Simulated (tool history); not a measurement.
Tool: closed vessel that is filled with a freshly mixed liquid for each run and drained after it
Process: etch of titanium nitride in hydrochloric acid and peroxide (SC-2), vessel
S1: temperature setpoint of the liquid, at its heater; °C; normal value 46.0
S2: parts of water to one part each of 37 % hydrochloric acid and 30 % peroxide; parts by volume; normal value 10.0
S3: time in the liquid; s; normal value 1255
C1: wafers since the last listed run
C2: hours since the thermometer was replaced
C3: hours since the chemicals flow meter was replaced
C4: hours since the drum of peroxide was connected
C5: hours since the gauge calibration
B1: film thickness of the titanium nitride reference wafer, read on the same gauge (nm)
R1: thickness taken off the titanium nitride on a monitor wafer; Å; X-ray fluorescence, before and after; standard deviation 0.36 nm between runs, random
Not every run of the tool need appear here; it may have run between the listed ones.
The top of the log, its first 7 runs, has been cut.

run,hour,S1,S2,S3,C1,C2,C3,C4,C5,B1,R1
# hour 74.9: new drum of peroxide connected
8,82.8,46.0,10.0,1255,390,1014.5,1342.3,7.9,333.4,100.00,446.8
9,100.4,46.0,10.0,1255,799,1032.1,1359.9,25.5,351.0,100.03,453.6
10,111.0,46.0,6.5,1430,481,1042.7,1370.5,36.1,361.6,99.99,719.4
11,128.6,46.0,6.5,1430,799,1060.3,1388.1,53.7,379.2,100.01,725.6
12,134.8,46.0,6.5,1430,281,1066.5,1394.3,59.9,385.4,100.00,717.4
13,146.1,46.0,10.0,1255,513,1077.8,1405.6,71.2,396.7,100.00,437.5
14,155.6,46.0,5.5,1255,431,1087.3,1415.1,80.7,406.2,99.98,708.8
# hour 159.0: gauge calibrated
15,168.1,46.0,10.0,1810,567,1099.8,1427.6,93.2,9.1,99.99,638.3
16,208.4,46.0,14.5,585,1831,1140.1,1467.9,133.5,49.4,100.00,149.7
# hour 221.0: chemicals flow meter replaced
17,225.4,49.5,5.5,2000,727,1157.1,4.4,150.5,66.4,100.01,1439.8
18,239.8,46.0,10.0,1810,654,1171.5,18.8,164.9,80.8,99.99,639.0
19,246.1,53.0,10.0,525,286,1177.8,25.1,171.2,87.1,99.99,296.6
# hour 251.8: thermometer replaced
20,263.4,46.0,10.0,1915,740,11.6,42.4,188.5,104.4,99.99,667.5
21,281.0,46.0,10.0,1255,799,29.2,60.0,206.1,122.0,100.00,441.5
22,298.6,52.5,10.0,755,799,46.8,77.6,223.7,139.6,100.01,409.0
23,307.1,46.0,10.0,1255,386,55.3,86.1,232.2,148.1,100.01,445.2
24,320.3,46.0,10.0,1255,599,68.5,99.3,245.4,161.3,100.00,446.0
25,334.0,46.0,10.0,1255,622,82.2,113.0,259.1,175.0,100.01,436.3
26,342.0,46.0,10.0,1255,363,90.2,121.0,267.1,183.0,99.97,436.9
27,353.5,46.0,13.0,1255,522,101.7,132.5,278.6,194.5,100.02,353.5
28,362.6,51.0,6.5,585,413,110.8,141.6,287.7,203.6,100.02,412.2
29,369.2,46.0,10.0,1255,299,117.4,148.2,294.3,210.2,99.99,438.2
30,384.9,41.0,10.0,1725,713,133.1,163.9,310.0,225.9,100.03,422.3

Alternative continuations, all from the tool just after run 30; predict every row:
A,385.9,49.5,10.0,1255,45,134.1,164.9,311.0,226.9,?,?
B,385.9,49.0,5.5,1255,45,134.1,164.9,311.0,226.9,?,?
C,385.9,46.0,6.0,705,45,134.1,164.9,311.0,226.9,?,?

run,B1,R1
A,100.03,564.3
B,100.03,874.0
C,100.03,375.6
With the hidden condition removed and each run's random variation left untouched, the same runs would have given:
run,R1
A,574.6
B,889.0
C,382.1

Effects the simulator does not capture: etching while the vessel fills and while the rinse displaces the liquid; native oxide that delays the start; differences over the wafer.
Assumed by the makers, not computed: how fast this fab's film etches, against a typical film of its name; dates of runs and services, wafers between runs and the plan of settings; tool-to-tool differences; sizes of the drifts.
